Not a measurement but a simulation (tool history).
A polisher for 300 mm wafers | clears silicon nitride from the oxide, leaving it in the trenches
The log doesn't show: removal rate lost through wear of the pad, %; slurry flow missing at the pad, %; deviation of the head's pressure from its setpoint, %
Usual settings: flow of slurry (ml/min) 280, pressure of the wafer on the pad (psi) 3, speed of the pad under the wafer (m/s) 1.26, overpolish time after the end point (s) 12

run	hour	flow of slurry (ml/min)	pressure of the wafer on the pad (psi)	speed of the pad under the wafer (m/s)	overpolish time after the end point (s)	wafers since the last listed run	wafers polished on this pad	hours since the slurry nozzle was cleaned	hours since the head pressure was calibrated	incoming thickness of the incoming film, nm	time until the end point was called (s)
1	0	280	3	0.98	12	0	3112	319.5	261	129.9	144.6
2	28.2	280	3	1.26	12	292	3405	347.7	289.2	128.8	115.1
3	79	280	3	1.26	12	527	3933	398.5	340	130.3	112.7
# hour 116.2: worn pad replaced by a new one
4	147.5	260	3	1.26	12	669	325	467	408.5	129.3	109.7
# hour 179: slurry nozzle cleaned
5	197.7	280	3	1.26	7	511	836	18.7	458.7	128.3	105.6
# hour 223.4: head pressure recalibrated
6	254.5	280	3	1.26	7	569	1405	75.5	31.1	132.2	119.8
7	297.5	280	3	1.26	12	446	1852	118.5	74.1	130.9	120
8	356.7	280	3	1.26	12	614	2467	177.7	133.3	128.8	118.5
9	534	280	3	1.26	12	1841	4308	355	310.6	129.4	112.8
# hour 568.6: worn pad replaced by a new one
10	581.8	280	3	1.26	12	454	137	402.8	358.4	128.4	110
# hour 592.6: slurry nozzle cleaned
11	646.8	280	3.5	1.38	12	664	802	54.2	423.4	130.3	87.5
12	696.4	280	3.5	1.38	12	515	1317	103.8	473	132.2	85.5
# hour 722.4: head pressure recalibrated
13	722.9	280	3	1.26	12	254	1571	130.3	0.5	130.5	118.8
14	755.5	280	3	1.26	12	338	1910	162.9	33.1	128.7	119.1
15	803.5	280	3	1.26	12	498	2408	210.9	81.1	129.8	120.1
16	852.6	210	2.6	1.26	12	509	2918	260	130.2	132	141.8
17	885.6	280	3.8	0.84	12	342	3261	293	163.2	132.3	144.5
18	924.8	280	3.8	0.84	12	407	3668	332.2	202.4	129.1	137.6
19	949.2	280	2.3	1.26	12	253	3922	356.6	226.8	131.5	153.4
# hour 967.5: slurry nozzle cleaned
20	1008	280	3	1.26	12	600	4522	40.5	285.6	128.6	114.9
# hour 1016.8: worn pad replaced by a new one
21	1074	370	3.9	1.04	16	643	593	106.5	351.6	129.3	102.9
# hour 1115.6: head pressure recalibrated
22	1117.8	280	3	0.96	12	434	1027	150.3	2.2	130.7	161.1
23	1142	280	3	1.26	12	251	1279	174.5	26.4	131.2	122.9
24	1181.4	280	3	1.26	12	409	1688	213.9	65.8	129.5	123.5
25	1247.5	280	3.7	1.44	12	686	2374	280	131.9	131	88.3
26	1297.3	280	3	1.52	12	517	2892	329.8	181.7	128.6	100
27	1368.2	325	2.5	1.26	12	736	3628	400.7	252.6	129.6	135.5
28	1431.2	280	3.9	0.88	12	654	4282	463.7	315.6	132.4	132.5
# hour 1435.2: slurry nozzle cleaned
# hour 1480.7: worn pad replaced by a new one
29	1486.3	315	2.4	1.26	12	520	58	51.1	370.7	130	138.2
# hour 1491.9: head pressure recalibrated
30	1528.9	280	3	1.26	12	421	480	93.7	37	131.1	121.6
31	1594.9	280	3	1.26	12	685	1165	159.7	103	129.3	118.9
32	1646.1	280	3.5	1.26	12	531	1697	210.9	154.2	130.1	103.7
33	1690.6	280	3	1.26	12	462	2159	255.4	198.7	130	116.9
34	1757.6	280	2.7	0.88	9	695	2855	322.4	265.7	130.4	179.2
35	1790	280	2.4	1.26	17	336	3192	354.8	298.1	128.4	137.3
36	1827.6	280	3	1.26	12	390	3582	392.4	335.7	130.2	112.8

Some steps in time until the end point was called (s) between neighbouring runs. How much of each would the tool show without its hidden state too (settings, what came in, random variation), and how much is left for the hidden state, with any gauge scatter that isn't in both results?
Run 5 -> 6: head pressure recalibrated. time until the end point was called (s) +14.2: hidden state +11.2, all else +3.
Run 12 -> 13: pressure of the wafer on the pad (psi) 3.5 -> 3, speed of the pad under the wafer (m/s) 1.38 -> 1.26, head pressure recalibrated. time until the end point was called (s) +33.3: hidden state +11.8, all else +21.5.
Run 21 -> 22: flow of slurry (ml/min) 370 -> 280, pressure of the wafer on the pad (psi) 3.9 -> 3, speed of the pad under the wafer (m/s) 1.04 -> 0.96, overpolish time after the end point (s) 16 -> 12, head pressure recalibrated. time until the end point was called (s) +58.2: hidden state +10, all else +48.2.
Run 33 -> 34: pressure of the wafer on the pad (psi) 3 -> 2.7, speed of the pad under the wafer (m/s) 1.26 -> 0.88, overpolish time after the end point (s) 12 -> 9. time until the end point was called (s) +62.3: hidden state -5.2, all else +67.5.
Run 34 -> 35: pressure of the wafer on the pad (psi) 2.7 -> 2.4, speed of the pad under the wafer (m/s) 0.88 -> 1.26, overpolish time after the end point (s) 9 -> 17. time until the end point was called (s) -41.9: hidden state +0.7, all else -42.6.
